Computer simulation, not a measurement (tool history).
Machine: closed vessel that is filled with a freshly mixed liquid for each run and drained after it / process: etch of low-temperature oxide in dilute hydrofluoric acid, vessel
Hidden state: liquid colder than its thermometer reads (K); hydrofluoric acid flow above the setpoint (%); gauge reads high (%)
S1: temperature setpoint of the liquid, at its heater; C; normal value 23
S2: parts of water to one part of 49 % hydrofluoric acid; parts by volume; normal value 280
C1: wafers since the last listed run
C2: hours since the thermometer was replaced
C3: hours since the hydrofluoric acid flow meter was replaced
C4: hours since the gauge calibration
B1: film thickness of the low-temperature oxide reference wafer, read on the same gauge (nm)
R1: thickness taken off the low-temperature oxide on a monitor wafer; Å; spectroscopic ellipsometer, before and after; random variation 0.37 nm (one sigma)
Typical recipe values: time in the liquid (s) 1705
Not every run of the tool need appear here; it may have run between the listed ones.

{"run": 1, "hour": 0.0, "S1": 23, "S2": 280, "time in the liquid (s)": 1705, "C1": 0, "C2": 1904.9, "C3": 643.1, "C4": 529.6, "B1": 100.02, "R1": 525.7}
{"run": 2, "hour": 51.6, "S1": 23, "S2": 280, "time in the liquid (s)": 1705, "C1": 2600, "C2": 1956.5, "C3": 694.7, "C4": 581.2, "B1": 99.99, "R1": 520}
{"run": 3, "hour": 90.4, "S1": 23, "S2": 240, "time in the liquid (s)": 2275, "C1": 1955, "C2": 1995.3, "C3": 733.5, "C4": 620, "B1": 99.99, "R1": 845.7}
{"run": 4, "hour": 159.3, "S1": 23, "S2": 240, "time in the liquid (s)": 2275, "C1": 3471, "C2": 2064.2, "C3": 802.4, "C4": 688.9, "B1": 99.98, "R1": 847.3}
{"run": 5, "hour": 228.1, "S1": 23, "S2": 280, "time in the liquid (s)": 1705, "C1": 3466, "C2": 2133, "C3": 871.2, "C4": 757.7, "B1": 99.97, "R1": 526.2}
{"run": 6, "hour": 254.6, "S1": 23, "S2": 195, "time in the liquid (s)": 1705, "C1": 1335, "C2": 2159.5, "C3": 897.7, "C4": 784.2, "B1": 99.99, "R1": 824.9}
{"hour": 316.6, "done": "thermometer replaced"}
{"run": 7, "hour": 321.4, "S1": 23, "S2": 280, "time in the liquid (s)": 1705, "C1": 3315, "C2": 4.8, "C3": 964.5, "C4": 851, "B1": 99.98, "R1": 521.7}
{"run": 8, "hour": 357.4, "S1": 23, "S2": 280, "time in the liquid (s)": 1705, "C1": 1814, "C2": 40.8, "C3": 1000.5, "C4": 887, "B1": 100.01, "R1": 519.8}
{"run": 9, "hour": 381.9, "S1": 23, "S2": 280, "time in the liquid (s)": 1705, "C1": 1234, "C2": 65.3, "C3": 1025, "C4": 911.5, "B1": 99.98, "R1": 523.3}
{"run": 10, "hour": 432.6, "S1": 23, "S2": 280, "time in the liquid (s)": 1705, "C1": 2554, "C2": 116, "C3": 1075.7, "C4": 962.2, "B1": 99.99, "R1": 527.6}
{"run": 11, "hour": 499.0, "S1": 21, "S2": 190, "time in the liquid (s)": 1705, "C1": 3345, "C2": 182.4, "C3": 1142.1, "C4": 1028.6, "B1": 99.99, "R1": 781.3}
{"run": 12, "hour": 534.7, "S1": 25.5, "S2": 415, "time in the liquid (s)": 1705, "C1": 1798, "C2": 218.1, "C3": 1177.8, "C4": 1064.3, "B1": 100.03, "R1": 334.4}
{"run": 13, "hour": 601.9, "S1": 23, "S2": 280, "time in the liquid (s)": 1705, "C1": 3386, "C2": 285.3, "C3": 1245, "C4": 1131.5, "B1": 99.99, "R1": 529.1}
{"run": 14, "hour": 646.1, "S1": 21.5, "S2": 395, "time in the liquid (s)": 735, "C1": 2227, "C2": 329.5, "C3": 1289.2, "C4": 1175.7, "B1": 99.99, "R1": 136}
{"hour": 695.3, "done": "hydrofluoric acid flow meter replaced"}
{"run": 15, "hour": 702.7, "S1": 23, "S2": 345, "time in the liquid (s)": 1705, "C1": 2801, "C2": 386.1, "C3": 7.4, "C4": 1232.3, "B1": 99.99, "R1": 402.3}
{"run": 16, "hour": 770.0, "S1": 21.5, "S2": 220, "time in the liquid (s)": 725, "C1": 3391, "C2": 453.4, "C3": 74.7, "C4": 1299.6, "B1": 100.01, "R1": 282.5}
{"hour": 976.5, "done": "gauge calibrated"}
{"run": 17, "hour": 977.6, "S1": 23, "S2": 355, "time in the liquid (s)": 910, "C1": 10460, "C2": 661, "C3": 282.3, "C4": 1.1, "B1": 100.01, "R1": 203.5}
{"run": 18, "hour": 1029.1, "S1": 18, "S2": 280, "time in the liquid (s)": 1705, "C1": 2595, "C2": 712.5, "C3": 333.8, "C4": 52.6, "B1": 100, "R1": 434.6}
{"run": 19, "hour": 1088.9, "S1": 23, "S2": 280, "time in the liquid (s)": 2505, "C1": 3013, "C2": 772.3, "C3": 393.6, "C4": 112.4, "B1": 99.99, "R1": 775}
{"run": 20, "hour": 1115.9, "S1": 20.5, "S2": 280, "time in the liquid (s)": 1705, "C1": 1360, "C2": 799.3, "C3": 420.6, "C4": 139.4, "B1": 99.99, "R1": 482.1}
{"run": 21, "hour": 1157.0, "S1": 23, "S2": 280, "time in the liquid (s)": 1705, "C1": 2071, "C2": 840.4, "C3": 461.7, "C4": 180.5, "B1": 100.01, "R1": 519.6}
{"run": 22, "hour": 1193.3, "S1": 23, "S2": 280, "time in the liquid (s)": 2630, "C1": 1829, "C2": 876.7, "C3": 498, "C4": 216.8, "B1": 100, "R1": 808}

Expected results for the next run?
{"run": 23, "hour": 1239.8, "S1": 24.5, "S2": 220, "time in the liquid (s)": 2650, "C1": 2343, "C2": 923.2, "C3": 544.5, "C4": 263.3, "B1": "?", "R1": "?"}

{"run 23": {"B1": 99.99, "R1": 1161.9}}
With no hidden state in the tool, this same run would have given R1 1161.9 Å.

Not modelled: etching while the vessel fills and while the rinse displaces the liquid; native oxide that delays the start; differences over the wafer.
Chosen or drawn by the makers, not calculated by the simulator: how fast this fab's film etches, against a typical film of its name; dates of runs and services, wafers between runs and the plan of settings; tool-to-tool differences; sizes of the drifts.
